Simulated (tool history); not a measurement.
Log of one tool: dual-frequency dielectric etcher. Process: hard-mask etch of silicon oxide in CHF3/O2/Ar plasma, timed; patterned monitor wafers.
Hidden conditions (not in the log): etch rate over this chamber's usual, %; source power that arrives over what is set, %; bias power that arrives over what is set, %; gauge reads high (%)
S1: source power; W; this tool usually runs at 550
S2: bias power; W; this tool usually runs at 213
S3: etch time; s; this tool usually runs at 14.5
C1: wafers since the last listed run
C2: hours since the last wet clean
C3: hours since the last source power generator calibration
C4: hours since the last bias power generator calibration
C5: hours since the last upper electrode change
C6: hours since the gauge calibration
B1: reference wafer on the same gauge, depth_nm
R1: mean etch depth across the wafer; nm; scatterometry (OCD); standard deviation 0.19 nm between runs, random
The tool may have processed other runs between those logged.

| run | hour | S1 | S2 | S3 | C1 | C2 | C3 | C4 | C5 | C6 | B1 | R1 |
|---|---|---|---|---|---|---|---|---|---|---|---|---|
| 1 | 0.0 | 550 | 213 | 14.5 | 0 | 306.5 | 2632.0 | 1948.3 | 2196.5 | 321.4 | 36.29 | 30.98 |
| 2 | 51.9 | 600 | 251 | 14.5 | 552 | 358.4 | 2683.9 | 2000.2 | 2248.4 | 373.3 | 36.26 | 33.36 |
| 3 | 83.4 | 550 | 213 | 14.5 | 335 | 389.9 | 2715.4 | 2031.7 | 2279.9 | 404.8 | 36.27 | 30.86 |
|  | 134.8 | wet clean of the chamber |
| 4 | 144.9 | 550 | 213 | 14.5 | 399 | 10.1 | 2776.9 | 2093.2 | 2341.4 | 466.3 | 36.28 | 30.47 |
| 5 | 213.7 | 550 | 213 | 14.5 | 732 | 78.9 | 2845.7 | 2162.0 | 2410.2 | 535.1 | 36.21 | 30.72 |
| 6 | 253.8 | 550 | 213 | 14.5 | 427 | 119.0 | 2885.8 | 2202.1 | 2450.3 | 575.2 | 36.16 | 30.80 |
| 7 | 310.8 | 550 | 213 | 14.5 | 607 | 176.0 | 2942.8 | 2259.1 | 2507.3 | 632.2 | 36.11 | 30.67 |
| 8 | 366.0 | 550 | 213 | 14.5 | 588 | 231.2 | 2998.0 | 2314.3 | 2562.5 | 687.4 | 36.08 | 30.70 |
| 9 | 432.2 | 550 | 213 | 14.5 | 705 | 297.4 | 3064.2 | 2380.5 | 2628.7 | 753.6 | 36.11 | 30.40 |
|  | 483.2 | source power generator calibrated |
| 10 | 500.1 | 550 | 172 | 14.5 | 680 | 365.3 | 16.9 | 2448.4 | 2696.6 | 821.5 | 35.95 | 28.96 |
| 11 | 528.6 | 550 | 213 | 14.5 | 303 | 393.8 | 45.4 | 2476.9 | 2725.1 | 850.0 | 35.94 | 30.31 |
| 12 | 552.6 | 550 | 241 | 14.5 | 255 | 417.8 | 69.4 | 2500.9 | 2749.1 | 874.0 | 35.82 | 31.22 |
| 13 | 598.2 | 550 | 187 | 14.5 | 485 | 463.4 | 115.0 | 2546.5 | 2794.7 | 919.6 | 35.76 | 29.93 |
|  | 632.2 | wet clean of the chamber |
| 14 | 669.0 | 550 | 187 | 14.5 | 498 | 36.8 | 185.8 | 2617.3 | 2865.5 | 990.4 | 35.58 | 29.71 |
| 15 | 698.6 | 420 | 213 | 14.5 | 315 | 66.4 | 215.4 | 2646.9 | 2895.1 | 1020.0 | 35.57 | 27.03 |
| 16 | 729.3 | 620 | 191 | 12.0 | 327 | 97.1 | 246.1 | 2677.6 | 2925.8 | 1050.7 | 35.66 | 25.77 |
|  | 788.2 | bias power generator calibrated |
|  | 795.5 | upper electrode replaced |
| 17 | 796.0 | 550 | 213 | 12.5 | 590 | 163.8 | 312.8 | 7.8 | 0.5 | 1117.4 | 35.51 | 25.99 |
| 18 | 828.8 | 470 | 213 | 12.0 | 349 | 196.6 | 345.6 | 40.6 | 33.3 | 1150.2 | 35.50 | 23.32 |
| 19 | 892.0 | 550 | 213 | 14.5 | 673 | 259.8 | 408.8 | 103.8 | 96.5 | 1213.4 | 35.27 | 30.16 |
| 20 | 929.2 | 550 | 213 | 14.5 | 396 | 297.0 | 446.0 | 141.0 | 133.7 | 1250.6 | 35.33 | 30.02 |
| 21 | 969.1 | 650 | 246 | 12.5 | 425 | 336.9 | 485.9 | 180.9 | 173.6 | 1290.5 | 35.26 | 28.59 |
|  | 988.9 | gauge calibrated |
| 22 | 1038.1 | 550 | 213 | 14.5 | 735 | 405.9 | 554.9 | 249.9 | 242.6 | 49.2 | 36.33 | 30.81 |
| 23 | 1062.6 | 660 | 169 | 18.0 | 260 | 430.4 | 579.4 | 274.4 | 267.1 | 73.7 | 36.36 | 39.72 |
| 24 | 1111.7 | 510 | 161 | 10.5 | 523 | 479.5 | 628.5 | 323.5 | 316.2 | 122.8 | 36.33 | 20.60 |
|  | 1143.2 | wet clean of the chamber |
| 25 | 1155.8 | 500 | 213 | 14.5 | 214 | 12.6 | 672.6 | 367.6 | 360.3 | 166.9 | 36.24 | 29.85 |

Run 26 is up next; what results do you expect?
| 26 | 1209.5 | 550 | 213 | 19.0 | 572 | 66.3 | 726.3 | 421.3 | 414.0 | 220.6 | ? | ? |

Run 26 measured B1 36.43, R1 40.73 nm.
Minus the tool's unlogged condition, the same run would have read R1 40.86 nm.

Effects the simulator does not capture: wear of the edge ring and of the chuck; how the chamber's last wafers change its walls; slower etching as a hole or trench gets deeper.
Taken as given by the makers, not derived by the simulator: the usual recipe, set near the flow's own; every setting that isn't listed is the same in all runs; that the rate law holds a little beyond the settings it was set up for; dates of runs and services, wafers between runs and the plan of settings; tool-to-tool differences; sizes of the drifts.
